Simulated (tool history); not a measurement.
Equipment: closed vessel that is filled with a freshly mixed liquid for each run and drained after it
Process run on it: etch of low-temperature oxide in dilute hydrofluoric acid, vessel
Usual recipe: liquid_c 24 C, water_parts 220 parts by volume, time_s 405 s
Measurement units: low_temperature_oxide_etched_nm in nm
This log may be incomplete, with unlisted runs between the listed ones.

run,day,liquid_c,water_parts,time_s,wafers since the last listed run,hours since the thermometer was replaced,hours since the hydrofluoric acid flow meter was replaced,hours since the gauge calibration,"read-back film thickness of the low-temperature oxide reference wafer, read on the same gauge (nm)",low_temperature_oxide_etched_nm
1,0,24,180,405,0,1309.5,647.5,172,89.97,27.72
2,0.462,24,180,405,557,1320.6,658.6,183.1,90.01,27.46
3,0.908,24,220,580,537,1331.3,669.3,193.8,90,30.95
4,1.412,24,220,580,608,1343.4,681.4,205.9,90,30.45
# day 1.996: gauge calibrated
5,2.017,24,220,405,728,1357.9,695.9,0.5,89.99,21.47
6,2.275,24,220,405,311,1364.1,702.1,6.7,90.03,21.22
7,2.879,24,220,405,728,1378.6,716.6,21.2,89.98,21.32
8,3.467,24,220,405,708,1392.7,730.7,35.3,90,21.41
9,5.521,27,220,405,2477,1442,780,84.6,89.99,23.36
10,6.075,27,220,405,668,1455.3,793.3,97.9,90,23.31
11,6.746,20.5,220,405,809,1471.4,809.4,114,89.97,18.53
12,7.225,24,220,405,577,1482.9,820.9,125.5,90,20.95
13,7.921,24,130,170,839,1499.6,837.6,142.2,90.01,16.54
# day 8.367: hydrofluoric acid flow meter replaced
14,8.462,27,265,185,603,1512.6,2.3,155.2,90.03,9.66
15,8.808,27,295,180,417,1520.9,10.6,163.5,90.04,8.19
# day 9.25: thermometer replaced
16,9.379,19.5,220,300,638,3.1,24.3,177.2,90,15.09
17,9.838,24,180,405,552,14.1,35.3,188.2,90.01,30.56
18,10.371,22.5,285,250,643,26.9,48.1,201,89.99,10.12
19,11.071,24,220,405,844,43.7,64.9,217.8,89.98,23.85
# day 11.446: gauge calibrated
20,11.633,24,265,405,678,57.2,78.4,4.5,89.99,18.81
21,12.221,28,300,630,708,71.3,92.5,18.6,90.01,28.93
22,12.754,24,220,405,643,84.1,105.3,31.4,90.03,23.95
23,14.742,24,140,570,2397,131.8,153,79.1,90,56.36

Predict each of these 4 candidate next runs independently; none follows another, all start after run 23:
A,14.775,24,310,405,40,132.6,153.8,79.9,?,?
B,14.775,24,160,405,40,132.6,153.8,79.9,?,?
C,14.775,27,180,405,40,132.6,153.8,79.9,?,?
D,14.775,24,220,185,40,132.6,153.8,79.9,?,?

run,"read-back film thickness of the low-temperature oxide reference wafer, read on the same gauge (nm)",low_temperature_oxide_etched_nm
A,90.02,15.19
B,90.02,34.54
C,90.02,33.5
D,90.02,10.73
Stripped of hidden state, with their random variation kept, the same runs would have yielded:
run,low_temperature_oxide_etched_nm
A,15.95
B,36.11
C,35.06
D,11.24
